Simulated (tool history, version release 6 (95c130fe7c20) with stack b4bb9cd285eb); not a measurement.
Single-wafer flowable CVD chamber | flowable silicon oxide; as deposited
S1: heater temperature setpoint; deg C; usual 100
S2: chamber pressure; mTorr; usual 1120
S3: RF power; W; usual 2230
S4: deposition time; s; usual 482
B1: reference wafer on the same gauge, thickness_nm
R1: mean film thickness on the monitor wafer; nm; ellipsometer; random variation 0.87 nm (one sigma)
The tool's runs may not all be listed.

run	hour	S1	S2	S3	S4	B1	R1
1	0	100	1120	2230	482	461.377	431.25
2	22.6	100	1120	2230	482	461.377	431.805
3	55.6	100	1120	2230	482	462.013	430.909
4	82	100	1120	2230	482	462.003	429.441
5	102	100	1120	2230	482	462.438	430.852
6	125.9	100	1120	2230	482	463.128	431.067
7	139.2	100	1120	2230	482	462.631	431.577
# hour 156.1: RF generator calibrated
8	156.6	100	1120	2230	482	462.874	431.489
9	176	100	1270	2025	482	463.34	482.119
# hour 184.9: thermocouple changed; heater temperature recalibrated
10	206.1	100	1270	2025	482	463.602	482.347
# hour 214.8: showerhead replaced
11	226	100	1120	2005	430	464.079	379.648
12	242.9	114	1120	2230	482	464.33	267.111
13	262.9	100	930	2230	482	464.598	357.111
# hour 279.4: gauge calibrated
14	284.6	114	1120	2230	482	459.224	265.686
15	314.2	93	1020	2230	482	459.738	497.789
16	338.9	100	1310	2230	482	459.705	500.941
# hour 364.1: capacitance manometer re-zeroed and calibrated
17	364.6	108	1050	2060	393	460.013	244.727
18	380.3	100	1120	2230	541	460.566	481.971
19	394.6	100	1290	2230	519	460.372	533.78
20	426.8	100	1120	2230	446	460.866	397.388
21	441	100	1120	2230	402	461.247	358.393
22	455.5	100	1120	2230	482	461.287	431.755

Forecast each of these 3 alternatives for the next run:
A	456	100	1250	2230	482	?	?
B	456	94	860	2000	482	?	?
C	456	100	1120	2380	446	?	?

run	B1	R1
A	461.344	480.194
B	461.344	393.091
C	461.344	401.519
Without the tool's hidden state the same runs would have given:
run	R1
A	477.714
B	391.061
C	399.446

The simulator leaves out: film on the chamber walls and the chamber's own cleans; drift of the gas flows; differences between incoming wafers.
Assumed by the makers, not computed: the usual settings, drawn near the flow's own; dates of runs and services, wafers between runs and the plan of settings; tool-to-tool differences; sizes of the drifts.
